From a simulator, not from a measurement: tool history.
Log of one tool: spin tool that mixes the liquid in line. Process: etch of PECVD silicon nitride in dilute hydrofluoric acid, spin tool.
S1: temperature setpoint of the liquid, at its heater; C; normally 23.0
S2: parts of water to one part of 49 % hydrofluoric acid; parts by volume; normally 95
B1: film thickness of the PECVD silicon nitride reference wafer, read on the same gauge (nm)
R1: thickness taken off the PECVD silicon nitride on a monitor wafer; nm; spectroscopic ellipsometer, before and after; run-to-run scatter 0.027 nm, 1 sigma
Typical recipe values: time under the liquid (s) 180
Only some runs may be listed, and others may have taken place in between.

Run 1, hour 0.0: usual settings; B1 140.037. Result: R1 3.903 nm.
Run 2, hour 74.0: usual settings; B1 140.002. Result: R1 3.880 nm.
Run 3, hour 179.9: usual settings; B1 140.027. Result: R1 3.884 nm.
Run 4, hour 226.2: usual settings; B1 139.982. Result: R1 3.911 nm.
Run 5, hour 295.4: usual settings; B1 139.998. Result: R1 3.910 nm.
Run 6, hour 343.3: usual settings but S2 75 parts by volume; B1 139.951. Result: R1 4.914 nm.
Run 7, hour 445.7: usual settings but S2 55 parts by volume, time under the liquid (s) 95; B1 139.987. Result: R1 3.541 nm.
Run 8, hour 502.6: usual settings but S2 55 parts by volume, time under the liquid (s) 95; B1 140.022. Result: R1 3.532 nm.
Run 9, hour 549.0: usual settings but S2 130 parts by volume; B1 140.047. Result: R1 2.906 nm.
Run 10, hour 589.5: usual settings but S2 130 parts by volume; B1 139.972. Result: R1 2.898 nm.
Run 11, hour 690.4: usual settings but time under the liquid (s) 255; B1 139.942. Result: R1 5.597 nm.
Run 12, hour 751.4: usual settings; B1 139.968. Result: R1 3.959 nm.
Run 13, hour 854.6: usual settings; B1 139.969. Result: R1 3.973 nm.
Run 14, hour 913.9: usual settings but S1 19.5 C; B1 139.980. Result: R1 3.131 nm.
Run 15, hour 987.1: usual settings but S1 18.5 C, time under the liquid (s) 220; B1 140.027. Result: R1 3.570 nm.
Run 16, hour 1046.2: usual settings; B1 139.999. Result: R1 3.953 nm.
Run 17, hour 1104.0: usual settings but S2 65 parts by volume, time under the liquid (s) 270; B1 140.029. Result: R1 8.579 nm.
Run 18, hour 1202.2: usual settings; B1 140.021. Result: R1 3.983 nm.
Run 19, hour 1285.7: usual settings but S1 20.0 C, S2 75 parts by volume, time under the liquid (s) 120; B1 139.955. Result: R1 2.735 nm.
Run 20, hour 1344.6: usual settings but time under the liquid (s) 100; B1 139.978. Result: R1 2.224 nm.
Run 21, hour 1440.7: usual settings but S1 20.5 C, time under the liquid (s) 150; B1 139.980. Result: R1 2.798 nm.
Run 22, hour 1501.7: usual settings; B1 140.025. Result: R1 3.876 nm.
Run 23, hour 1550.3: usual settings but time under the liquid (s) 210; B1 139.941. Result: R1 4.503 nm.
Run 24, hour 1627.7: usual settings but S1 21.5 C, S2 75 parts by volume, time under the liquid (s) 90; B1 139.972. Result: R1 2.211 nm.
Run 25, hour 1692.1: usual settings but S1 26.5 C, S2 75 parts by volume, time under the liquid (s) 140; B1 139.999. Result: R1 4.875 nm.
Run 26, hour 1735.0: usual settings but S1 21.0 C, time under the liquid (s) 230; B1 139.982. Result: R1 4.366 nm.
Run 27, hour 1833.4: usual settings but S1 27.5 C, S2 130 parts by volume, time under the liquid (s) 245; B1 139.954. Result: R1 5.123 nm.
Run 28, hour 1921.7: usual settings but time under the liquid (s) 105; B1 139.964. Result: R1 2.287 nm.
Run 29, hour 2012.4: usual settings but S1 21.0 C, S2 55 parts by volume, time under the liquid (s) 145; B1 139.969. Result: R1 4.725 nm.
Run 30, hour 2075.7: usual settings but S1 27.0 C, S2 70 parts by volume; B1 140.005. Result: R1 6.897 nm.
Run 31, hour 2140.0: usual settings; B1 140.024. Result: R1 3.913 nm.
Run 32, hour 2220.1: usual settings but S1 20.5 C; B1 140.006. Result: R1 3.349 nm.
Run 33, hour 2321.3: usual settings but S1 19.0 C, S2 120 parts by volume, time under the liquid (s) 250; B1 139.985. Result: R1 3.289 nm.

Withheld: 4 entries from between the runs. Position of each, and hidden state at the listed run before versus the listed run after:
After run 4, before run 5: hydrofluoric acid flow meter replaced (hour 259.0)
  liquid hotter than its thermometer reads (K): 0.162 -> 0.181
  the result without the hidden state subtracted from the measured one, R1: +0.041 -> +0.047 nm
After run 12, before run 13: gauge calibrated (hour 819.1)
  liquid hotter than its thermometer reads (K): 0.301 -> 0.328
  the result without the hidden state subtracted from the measured one, R1: +0.078 -> +0.086 nm
After run 21, before run 22: thermometer replaced (hour 1471.4)
  liquid hotter than its thermometer reads (K): 0.483 -> 0.0367
  the result without the hidden state subtracted from the measured one, R1: +0.090 -> +0.010 nm
After run 23, before run 24: hydrofluoric acid flow meter replaced (hour 1603.8)
  liquid hotter than its thermometer reads (K): 0.0495 -> 0.07
  the result without the hidden state subtracted from the measured one, R1: +0.015 -> +0.011 nm

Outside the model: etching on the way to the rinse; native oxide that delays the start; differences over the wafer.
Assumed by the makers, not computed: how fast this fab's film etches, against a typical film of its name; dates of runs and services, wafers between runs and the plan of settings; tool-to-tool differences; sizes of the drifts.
